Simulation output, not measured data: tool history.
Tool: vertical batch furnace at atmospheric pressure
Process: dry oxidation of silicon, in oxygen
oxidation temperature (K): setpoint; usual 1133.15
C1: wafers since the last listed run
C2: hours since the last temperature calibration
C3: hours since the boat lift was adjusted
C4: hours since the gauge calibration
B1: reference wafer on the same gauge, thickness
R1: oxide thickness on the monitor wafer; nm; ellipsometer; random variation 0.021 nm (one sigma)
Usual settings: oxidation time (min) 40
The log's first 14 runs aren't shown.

run 15 day=44.679 | oxidation_temperature_(K)=1133.15 oxidation_time_(min)=40 | C1=1151 C2=2013.3 C3=2894.7 C4=1826.3 | B1=10.2 | R1=8.78
-- day=49.192 thermocouples replaced and temperature profile calibrated
run 16 day=49.212 | oxidation_temperature_(K)=1133.15 oxidation_time_(min)=40 | C1=1006 C2=0.5 C3=3003.5 C4=1935.1 | B1=10.19 | R1=8.77
run 17 day=51.479 | oxidation_temperature_(K)=1133.15 oxidation_time_(min)=40 | C1=645 C2=54.9 C3=3057.9 C4=1989.5 | B1=10.2 | R1=8.79
run 18 day=53.362 | oxidation_temperature_(K)=1119.15 oxidation_time_(min)=33.5 | C1=536 C2=100.1 C3=3103.1 C4=2034.7 | B1=10.21 | R1=6.49
run 19 day=57.354 | oxidation_temperature_(K)=1145.15 oxidation_time_(min)=26 | C1=1137 C2=195.9 C3=3198.9 C4=2130.5 | B1=10.21 | R1=7.42
run 20 day=60.712 | oxidation_temperature_(K)=1141.15 oxidation_time_(min)=40 | C1=957 C2=276.5 C3=3279.5 C4=2211.1 | B1=10.2 | R1=9.67
run 21 day=64.329 | oxidation_temperature_(K)=1121.15 oxidation_time_(min)=30.5 | C1=1030 C2=363.3 C3=3366.3 C4=2297.9 | B1=10.2 | R1=6.21
-- day=66.629 gauge calibrated
-- day=66.95 boat lift adjusted
run 22 day=67.929 | oxidation_temperature_(K)=1133.15 oxidation_time_(min)=24 | C1=740 C2=449.7 C3=23.5 C4=31.2 | B1=10.2 | R1=6.26
run 23 day=80.871 | oxidation_temperature_(K)=1133.15 oxidation_time_(min)=40 | C1=3688 C2=760.3 C3=334.1 C4=341.8 | B1=10.19 | R1=8.96
run 24 day=87.504 | oxidation_temperature_(K)=1157.15 oxidation_time_(min)=56.5 | C1=1890 C2=919.5 C3=493.3 C4=501 | B1=10.2 | R1=14.99
run 25 day=90.288 | oxidation_temperature_(K)=1125.15 oxidation_time_(min)=25.5 | C1=793 C2=986.3 C3=560.1 C4=567.8 | B1=10.22 | R1=5.9
run 26 day=91.933 | oxidation_temperature_(K)=1133.15 oxidation_time_(min)=40 | C1=469 C2=1025.8 C3=599.6 C4=607.3 | B1=10.2 | R1=8.94
run 27 day=95.604 | oxidation_temperature_(K)=1133.15 oxidation_time_(min)=40 | C1=1046 C2=1113.9 C3=687.7 C4=695.4 | B1=10.2 | R1=8.93
run 28 day=98.362 | oxidation_temperature_(K)=1108.15 oxidation_time_(min)=47 | C1=786 C2=1180.1 C3=753.9 C4=761.6 | B1=10.2 | R1=7.36
run 29 day=100.967 | oxidation_temperature_(K)=1133.15 oxidation_time_(min)=40 | C1=742 C2=1242.6 C3=816.4 C4=824.1 | B1=10.19 | R1=8.91
run 30 day=104.804 | oxidation_temperature_(K)=1133.15 oxidation_time_(min)=40 | C1=1093 C2=1334.7 C3=908.5 C4=916.2 | B1=10.19 | R1=8.96
run 31 day=115.05 | oxidation_temperature_(K)=1109.15 oxidation_time_(min)=30 | C1=2919 C2=1580.6 C3=1154.4 C4=1162.1 | B1=10.2 | R1=5.37
run 32 day=117.867 | oxidation_temperature_(K)=1114.15 oxidation_time_(min)=31 | C1=802 C2=1648.2 C3=1222 C4=1229.7 | B1=10.2 | R1=5.86
run 33 day=121.929 | oxidation_temperature_(K)=1133.15 oxidation_time_(min)=40 | C1=1157 C2=1745.7 C3=1319.5 C4=1327.2 | B1=10.18 | R1=8.89
run 34 day=125.679 | oxidation_temperature_(K)=1111.15 oxidation_time_(min)=56.5 | C1=1068 C2=1835.7 C3=1409.5 C4=1417.2 | B1=10.21 | R1=8.67

Forecast each of these 5 alternatives for the next run:
run A day=125.871 | oxidation_temperature_(K)=1133.15 oxidation_time_(min)=40 | C1=54 C2=1840.3 C3=1414.1 C4=1421.8 | B1=? | R1=?
run B day=125.871 | oxidation_temperature_(K)=1141.15 oxidation_time_(min)=29 | C1=54 C2=1840.3 C3=1414.1 C4=1421.8 | B1=? | R1=?
run C day=125.871 | oxidation_temperature_(K)=1147.15 oxidation_time_(min)=50 | C1=54 C2=1840.3 C3=1414.1 C4=1421.8 | B1=? | R1=?
run D day=125.871 | oxidation_temperature_(K)=1133.15 oxidation_time_(min)=56.5 | C1=54 C2=1840.3 C3=1414.1 C4=1421.8 | B1=? | R1=?
run E day=125.871 | oxidation_temperature_(K)=1133.15 oxidation_time_(min)=27.5 | C1=54 C2=1840.3 C3=1414.1 C4=1421.8 | B1=? | R1=?

run=A B1=10.21 R1=8.86
run=B B1=10.21 R1=7.75
run=C B1=10.21 R1=12.22
run=D B1=10.21 R1=11.31
run=E B1=10.21 R1=6.78
Without the tool's hidden state the same runs would have given:
run=A R1=9
run=B R1=7.87
run=C R1=12.4
run=D R1=11.49
run=E R1=6.88

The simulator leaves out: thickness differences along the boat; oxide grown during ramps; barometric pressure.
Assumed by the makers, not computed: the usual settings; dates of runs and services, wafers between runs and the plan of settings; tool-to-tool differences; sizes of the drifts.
